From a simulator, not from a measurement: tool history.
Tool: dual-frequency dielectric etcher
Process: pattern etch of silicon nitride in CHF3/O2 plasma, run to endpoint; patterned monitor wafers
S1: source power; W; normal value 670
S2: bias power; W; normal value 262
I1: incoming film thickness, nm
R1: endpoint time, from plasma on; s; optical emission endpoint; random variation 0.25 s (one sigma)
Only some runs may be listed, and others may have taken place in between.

| run | day | S1 | S2 | I1 | R1 |
|---|---|---|---|---|---|
| 1 | 0 | 600 | 276 | 110.3 | 60.5 |
| 2 | 0.746 | 600 | 276 | 110.5 | 60.5 |
| 3 | 1.046 | 600 | 276 | 110.7 | 60.2 |
| 4 | 1.617 | 670 | 304 | 112.3 | 57.2 |
| 5 | 2.175 | 670 | 304 | 110.3 | 55.5 |
|  | 4.508 | source power generator calibrated |
|  | 5.112 | wet clean of the chamber |
|  | 5.208 | bias power generator calibrated |
|  | 5.662 | upper electrode replaced, of another model than before |
| 6 | 5.683 | 670 | 304 | 110.8 | 56.9 |
| 7 | 5.696 | 570 | 276 | 109.7 | 61.2 |
| 8 | 5.712 | 670 | 262 | 110.4 | 61.6 |
| 9 | 5.725 | 670 | 262 | 112.1 | 62.7 |
| 10 | 7.417 | 670 | 262 | 110.3 | 61.5 |
| 11 | 7.771 | 670 | 262 | 111.1 | 61.7 |
| 12 | 8.158 | 670 | 262 | 111.2 | 61.7 |
| 13 | 8.579 | 670 | 222 | 110.7 | 67.4 |
| 14 | 8.95 | 670 | 281 | 110.4 | 58.4 |
| 15 | 9.679 | 740 | 294 | 110.3 | 56.3 |
| 16 | 10.038 | 500 | 201 | 109.6 | 76 |
| 17 | 10.379 | 720 | 262 | 110.3 | 60.6 |
| 18 | 10.812 | 560 | 224 | 110.1 | 69.3 |
| 19 | 11.283 | 570 | 262 | 111.8 | 63.2 |
| 20 | 13.496 | 670 | 262 | 111.2 | 61.1 |
| 21 | 14.204 | 790 | 262 | 111.2 | 59.1 |
| 22 | 14.483 | 510 | 283 | 109.9 | 60.6 |
| 23 | 14.762 | 670 | 262 | 111.7 | 61.2 |
| 24 | 15.242 | 720 | 317 | 110.2 | 53.2 |
| 25 | 15.883 | 560 | 226 | 110.2 | 68.1 |

Run 26 is up next; what results do you expect?
| 26 | 16.6 | 500 | 292 | 111.9 | ? |

{"run 26": {"R1": 60.1}}
Without the tool's hidden state the same run would have given R1 61.3 s.

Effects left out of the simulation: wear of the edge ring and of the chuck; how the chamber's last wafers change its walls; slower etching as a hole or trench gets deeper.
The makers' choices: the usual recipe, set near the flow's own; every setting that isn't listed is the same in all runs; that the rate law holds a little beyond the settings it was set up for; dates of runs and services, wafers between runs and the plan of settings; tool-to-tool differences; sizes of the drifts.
